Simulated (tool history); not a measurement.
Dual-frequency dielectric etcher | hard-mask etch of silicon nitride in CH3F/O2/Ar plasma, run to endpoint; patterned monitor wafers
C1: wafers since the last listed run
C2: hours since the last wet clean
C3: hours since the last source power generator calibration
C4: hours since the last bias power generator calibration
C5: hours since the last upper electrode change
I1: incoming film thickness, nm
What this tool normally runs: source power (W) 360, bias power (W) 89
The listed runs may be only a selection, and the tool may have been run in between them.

run 1 hour=0.0 | source_power_(W)=330 bias_power_(W)=89 | C1=0 C2=340.0 C3=2461.7 C4=1941.0 C5=4148.9 | I1=37.08 | endpoint_time_(s)=49.7
-- hour=52.3 wet clean of the chamber
run 2 hour=65.7 | source_power_(W)=330 bias_power_(W)=89 | C1=617 C2=13.4 C3=2527.4 C4=2006.7 C5=4214.6 | I1=37.29 | endpoint_time_(s)=50.8
run 3 hour=95.2 | source_power_(W)=330 bias_power_(W)=89 | C1=436 C2=42.9 C3=2556.9 C4=2036.2 C5=4244.1 | I1=36.82 | endpoint_time_(s)=50.3
run 4 hour=113.3 | source_power_(W)=360 bias_power_(W)=89 | C1=267 C2=61.0 C3=2575.0 C4=2054.3 C5=4262.2 | I1=36.76 | endpoint_time_(s)=48.5
run 5 hour=125.8 | source_power_(W)=360 bias_power_(W)=89 | C1=185 C2=73.5 C3=2587.5 C4=2066.8 C5=4274.7 | I1=37.20 | endpoint_time_(s)=49.0
run 6 hour=152.5 | source_power_(W)=360 bias_power_(W)=89 | C1=395 C2=100.2 C3=2614.2 C4=2093.5 C5=4301.4 | I1=37.04 | endpoint_time_(s)=48.8
run 7 hour=164.5 | source_power_(W)=360 bias_power_(W)=89 | C1=177 C2=112.2 C3=2626.2 C4=2105.5 C5=4313.4 | I1=36.98 | endpoint_time_(s)=48.7
run 8 hour=178.9 | source_power_(W)=360 bias_power_(W)=100 | C1=213 C2=126.6 C3=2640.6 C4=2119.9 C5=4327.8 | I1=37.11 | endpoint_time_(s)=46.9
-- hour=212.5 upper electrode replaced
-- hour=215.2 source power generator calibrated
run 9 hour=215.7 | source_power_(W)=360 bias_power_(W)=100 | C1=149 C2=163.4 C3=0.5 C4=2156.7 C5=3.2 | I1=37.00 | endpoint_time_(s)=46.5
run 10 hour=236.6 | source_power_(W)=360 bias_power_(W)=100 | C1=309 C2=184.3 C3=21.4 C4=2177.6 C5=24.1 | I1=37.30 | endpoint_time_(s)=46.9
-- hour=249.8 bias power generator calibrated
run 11 hour=252.3 | source_power_(W)=360 bias_power_(W)=89 | C1=173 C2=200.0 C3=37.1 C4=2.5 C5=39.8 | I1=36.90 | endpoint_time_(s)=48.3
run 12 hour=288.0 | source_power_(W)=360 bias_power_(W)=89 | C1=528 C2=235.7 C3=72.8 C4=38.2 C5=75.5 | I1=37.30 | endpoint_time_(s)=49.2
run 13 hour=313.8 | source_power_(W)=360 bias_power_(W)=89 | C1=381 C2=261.5 C3=98.6 C4=64.0 C5=101.3 | I1=37.14 | endpoint_time_(s)=48.3
run 14 hour=333.1 | source_power_(W)=360 bias_power_(W)=89 | C1=285 C2=280.8 C3=117.9 C4=83.3 C5=120.6 | I1=36.70 | endpoint_time_(s)=48.3
run 15 hour=375.5 | source_power_(W)=360 bias_power_(W)=89 | C1=627 C2=323.2 C3=160.3 C4=125.7 C5=163.0 | I1=37.12 | endpoint_time_(s)=48.4
run 16 hour=393.2 | source_power_(W)=360 bias_power_(W)=89 | C1=261 C2=340.9 C3=178.0 C4=143.4 C5=180.7 | I1=37.03 | endpoint_time_(s)=48.8
run 17 hour=409.0 | source_power_(W)=300 bias_power_(W)=101 | C1=233 C2=356.7 C3=193.8 C4=159.2 C5=196.5 | I1=36.89 | endpoint_time_(s)=49.4
run 18 hour=425.4 | source_power_(W)=390 bias_power_(W)=101 | C1=242 C2=373.1 C3=210.2 C4=175.6 C5=212.9 | I1=37.26 | endpoint_time_(s)=45.3
-- hour=451.7 wet clean of the chamber
run 19 hour=472.8 | source_power_(W)=360 bias_power_(W)=97 | C1=346 C2=21.1 C3=257.6 C4=223.0 C5=260.3 | I1=37.12 | endpoint_time_(s)=47.7
run 20 hour=494.8 | source_power_(W)=360 bias_power_(W)=89 | C1=325 C2=43.1 C3=279.6 C4=245.0 C5=282.3 | I1=37.04 | endpoint_time_(s)=49.0
run 21 hour=522.3 | source_power_(W)=390 bias_power_(W)=97 | C1=407 C2=70.6 C3=307.1 C4=272.5 C5=309.8 | I1=37.13 | endpoint_time_(s)=46.1
run 22 hour=552.5 | source_power_(W)=360 bias_power_(W)=78 | C1=447 C2=100.8 C3=337.3 C4=302.7 C5=340.0 | I1=37.21 | endpoint_time_(s)=50.7
run 23 hour=570.3 | source_power_(W)=440 bias_power_(W)=95 | C1=263 C2=118.6 C3=355.1 C4=320.5 C5=357.8 | I1=37.03 | endpoint_time_(s)=44.3
run 24 hour=596.0 | source_power_(W)=360 bias_power_(W)=73 | C1=380 C2=144.3 C3=380.8 C4=346.2 C5=383.5 | I1=37.13 | endpoint_time_(s)=51.9
run 25 hour=616.0 | source_power_(W)=420 bias_power_(W)=107 | C1=296 C2=164.3 C3=400.8 C4=366.2 C5=403.5 | I1=37.25 | endpoint_time_(s)=43.4
run 26 hour=637.4 | source_power_(W)=360 bias_power_(W)=98 | C1=316 C2=185.7 C3=422.2 C4=387.6 C5=424.9 | I1=37.18 | endpoint_time_(s)=47.3
run 27 hour=663.8 | source_power_(W)=400 bias_power_(W)=79 | C1=390 C2=212.1 C3=448.6 C4=414.0 C5=451.3 | I1=37.05 | endpoint_time_(s)=48.6
run 28 hour=692.5 | source_power_(W)=360 bias_power_(W)=98 | C1=424 C2=240.8 C3=477.3 C4=442.7 C5=480.0 | I1=36.96 | endpoint_time_(s)=47.0
run 29 hour=713.8 | source_power_(W)=360 bias_power_(W)=82 | C1=315 C2=262.1 C3=498.6 C4=464.0 C5=501.3 | I1=37.43 | endpoint_time_(s)=50.5
run 30 hour=739.2 | source_power_(W)=270 bias_power_(W)=109 | C1=375 C2=287.5 C3=524.0 C4=489.4 C5=526.7 | I1=36.90 | endpoint_time_(s)=50.1
run 31 hour=761.5 | source_power_(W)=360 bias_power_(W)=75 | C1=330 C2=309.8 C3=546.3 C4=511.7 C5=549.0 | I1=36.98 | endpoint_time_(s)=51.1
run 32 hour=795.9 | source_power_(W)=360 bias_power_(W)=89 | C1=509 C2=344.2 C3=580.7 C4=546.1 C5=583.4 | I1=37.01 | endpoint_time_(s)=48.3
run 33 hour=824.5 | source_power_(W)=400 bias_power_(W)=81 | C1=423 C2=372.8 C3=609.3 C4=574.7 C5=612.0 | I1=36.99 | endpoint_time_(s)=47.6
run 34 hour=844.9 | source_power_(W)=390 bias_power_(W)=101 | C1=301 C2=393.2 C3=629.7 C4=595.1 C5=632.4 | I1=36.91 | endpoint_time_(s)=44.7

Subtracting, for every run, the result it would have given without the tool's unlogged condition from the measured result gives the following. The same run-to-run variation enters both numbers; the gauge's scatter may not:
The hidden state here: etch rate over this chamber's usual, %; source power that arrives over what is set, %; bias power that arrives over what is set, %.
run=1 endpoint_time_(s)=-0.6
run=2 endpoint_time_(s)=+0.1
run=3 endpoint_time_(s)=+0.0
run=4 endpoint_time_(s)=+0.0
run=5 endpoint_time_(s)=+0.0
run=6 endpoint_time_(s)=-0.1
run=7 endpoint_time_(s)=-0.1
run=8 endpoint_time_(s)=-0.1
run=9 endpoint_time_(s)=-0.2
run=10 endpoint_time_(s)=-0.2
run=11 endpoint_time_(s)=-0.3
run=12 endpoint_time_(s)=-0.3
run=13 endpoint_time_(s)=-0.3
run=14 endpoint_time_(s)=-0.4
run=15 endpoint_time_(s)=-0.4
run=16 endpoint_time_(s)=-0.4
run=17 endpoint_time_(s)=-0.4
run=18 endpoint_time_(s)=-0.4
run=19 endpoint_time_(s)=-0.1
run=20 endpoint_time_(s)=-0.1
run=21 endpoint_time_(s)=-0.2
run=22 endpoint_time_(s)=-0.2
run=23 endpoint_time_(s)=-0.1
run=24 endpoint_time_(s)=-0.3
run=25 endpoint_time_(s)=-0.2
run=26 endpoint_time_(s)=-0.3
run=27 endpoint_time_(s)=-0.3
run=28 endpoint_time_(s)=-0.3
run=29 endpoint_time_(s)=-0.4
run=30 endpoint_time_(s)=-0.4
run=31 endpoint_time_(s)=-0.5
run=32 endpoint_time_(s)=-0.5
run=33 endpoint_time_(s)=-0.5
run=34 endpoint_time_(s)=-0.6
